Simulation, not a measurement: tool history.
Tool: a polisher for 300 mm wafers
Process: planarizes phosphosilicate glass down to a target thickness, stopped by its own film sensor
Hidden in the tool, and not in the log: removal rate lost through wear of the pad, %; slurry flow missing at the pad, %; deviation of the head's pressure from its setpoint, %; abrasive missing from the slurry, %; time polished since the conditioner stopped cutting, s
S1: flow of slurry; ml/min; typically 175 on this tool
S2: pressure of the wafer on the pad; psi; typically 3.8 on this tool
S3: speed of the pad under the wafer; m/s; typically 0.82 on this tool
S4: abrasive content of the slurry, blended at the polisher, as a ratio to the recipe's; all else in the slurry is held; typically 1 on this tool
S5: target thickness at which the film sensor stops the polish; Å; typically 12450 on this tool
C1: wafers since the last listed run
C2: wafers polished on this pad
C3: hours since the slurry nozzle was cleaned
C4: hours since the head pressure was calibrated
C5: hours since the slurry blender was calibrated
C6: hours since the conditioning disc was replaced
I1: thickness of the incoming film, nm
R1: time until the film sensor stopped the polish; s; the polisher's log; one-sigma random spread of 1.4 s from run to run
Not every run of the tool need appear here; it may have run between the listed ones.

Run 1, day 0: usual settings but S5 10890 Å; C1 0; C2 703; C3 401.1; C4 874.8; C5 245.3; C6 425.5; I1 1951.6. Result: R1 96 s.
Run 2, day 0.738: usual settings but S5 10890 Å; C1 221; C2 925; C3 418.8; C4 892.5; C5 263; C6 443.2; I1 1949.7. Result: R1 98.4 s.
Run 3, day 1.179: usual settings but S5 10890 Å; C1 132; C2 1058; C3 429.4; C4 903.1; C5 273.6; C6 453.8; I1 1979. Result: R1 109.5 s.
At day 1.583: worn pad replaced by a new one.
Run 4, day 1.608: usual settings; C1 78; C2 7; C3 439.7; C4 913.4; C5 283.9; C6 464.1; I1 1979. Result: R1 80.6 s.
At day 1.95: slurry nozzle cleaned.
Run 5, day 2.229: usual settings but S2 2.8 psi, S3 0.72 m/s; C1 174; C2 181; C3 6.7; C4 928.3; C5 298.8; C6 479; I1 1975.7. Result: R1 107.3 s.
Run 6, day 2.942: usual settings; C1 214; C2 395; C3 23.8; C4 945.4; C5 315.9; C6 496.1; I1 1992.8. Result: R1 74.2 s.
Run 7, day 3.542: usual settings but S2 3.4 psi, S3 0.64 m/s, S4 0.7, S5 11560 Å; C1 180; C2 576; C3 38.2; C4 959.8; C5 330.3; C6 510.5; I1 1992.4. Result: R1 121.9 s.
Run 8, day 3.946: usual settings but S1 125 ml/min, S2 3.4 psi, S4 1.15, S5 9960 Å; C1 121; C2 697; C3 47.9; C4 969.5; C5 340; C6 520.2; I1 1985.4. Result: R1 118.8 s.
At day 4.538: conditioning disc replaced and pad reconditioned.
Run 9, day 4.667: usual settings but S4 1.1, S5 10690 Å; C1 191; C2 889; C3 65.2; C4 986.8; C5 357.3; C6 3.1; I1 1973. Result: R1 95.5 s.
At day 5.154: worn pad replaced by a new one.
At day 5.196: head pressure recalibrated.
Run 10, day 5.217: usual settings but S3 0.9 m/s; C1 102; C2 6; C3 78.4; C4 0.5; C5 370.5; C6 16.3; I1 1948.9. Result: R1 65.8 s.
At day 5.462: slurry blender recalibrated.
Run 11, day 5.792: usual settings but S4 1.1, S5 10690 Å; C1 147; C2 154; C3 92.2; C4 14.3; C5 7.9; C6 30.1; I1 1968.5. Result: R1 87.8 s.
Run 12, day 6.429: usual settings but S1 230 ml/min, S2 2.7 psi, S3 0.94 m/s; C1 191; C2 346; C3 107.5; C4 29.6; C5 23.2; C6 45.4; I1 1977.9. Result: R1 92.1 s.
Run 13, day 6.767: usual settings but S3 1.04 m/s, S4 0.7; C1 101; C2 447; C3 115.6; C4 37.7; C5 31.3; C6 53.5; I1 2011.4. Result: R1 71.6 s.
Run 14, day 7.5: usual settings but S2 4.5 psi, S3 0.64 m/s, S4 1.1; C1 220; C2 667; C3 133.2; C4 55.3; C5 48.9; C6 71.1; I1 1977.2. Result: R1 75.8 s.
At day 8.662: worn pad replaced by a new one.
Run 15, day 9.558: usual settings but S3 0.9 m/s; C1 568; C2 268; C3 182.6; C4 104.7; C5 98.3; C6 120.5; I1 1948.3. Result: R1 66.5 s.
Run 16, day 10.071: usual settings but S5 10890 Å; C1 154; C2 422; C3 194.9; C4 117; C5 110.6; C6 132.8; I1 1971.9. Result: R1 89.6 s.
Run 17, day 10.479: usual settings but S3 1.02 m/s, S4 0.8, S5 14320 Å; C1 122; C2 545; C3 204.7; C4 126.8; C5 120.4; C6 142.6; I1 1985.2. Result: R1 52.8 s.
Run 18, day 10.796: usual settings but S1 230 ml/min, S2 4.8 psi, S4 1.2, S5 11370 Å; C1 95; C2 640; C3 212.3; C4 134.4; C5 128; C6 150.2; I1 1969.6. Result: R1 62.9 s.
Run 19, day 11.429: usual settings but S5 10890 Å; C1 190; C2 831; C3 227.5; C4 149.6; C5 143.2; C6 165.4; I1 1989.9. Result: R1 96.6 s.
Run 20, day 11.721: usual settings but S3 0.54 m/s; C1 87; C2 919; C3 234.5; C4 156.6; C5 150.2; C6 172.4; I1 2015.1. Result: R1 110.5 s.
At day 12.188: worn pad replaced by a new one.
Run 21, day 12.3: usual settings but S2 2.8 psi; C1 124; C2 34; C3 248.4; C4 170.5; C5 164.1; C6 186.3; I1 1964.8. Result: R1 100.6 s.
Run 22, day 12.904: usual settings but S2 3.3 psi, S3 0.72 m/s; C1 181; C2 215; C3 262.9; C4 185; C5 178.6; C6 200.8; I1 1970.2. Result: R1 96.8 s.
Run 23, day 13.404: usual settings but S1 205 ml/min, S2 5 psi, S5 14610 Å; C1 150; C2 366; C3 274.9; C4 197; C5 190.6; C6 212.8; I1 1977.6. Result: R1 38.8 s.
Run 24, day 13.942: usual settings but S1 220 ml/min, S2 2.6 psi, S4 0.8, S5 11570 Å; C1 161; C2 527; C3 287.8; C4 209.9; C5 203.5; C6 225.7; I1 1965.6. Result: R1 123.7 s.
Run 25, day 14.379: usual settings; C1 131; C2 659; C3 298.3; C4 220.4; C5 214; C6 236.2; I1 1967.6. Result: R1 75.5 s.
Run 26, day 14.767: usual settings but S1 145 ml/min, S2 2.9 psi, S4 1.2; C1 116; C2 775; C3 307.6; C4 229.7; C5 223.3; C6 245.5; I1 1979.6. Result: R1 109.6 s.

The logged runs with the hidden state left out (each run's random variation unchanged):
run     R1
  1   79.8
  2     79
  3   85.7
  4   70.4
  5    105
  6   71.4
  7  114.8
  8  108.8
  9     85
 10   62.7
 11   82.9
 12   86.7
 13     66
 14   67.8
 15   61.5
 16   81.8
 17   47.6
 18   57.2
 19   83.7
 20   94.2
 21   91.4
 22   87.4
 23   35.1
 24    111
 25   65.5
 26   91.5
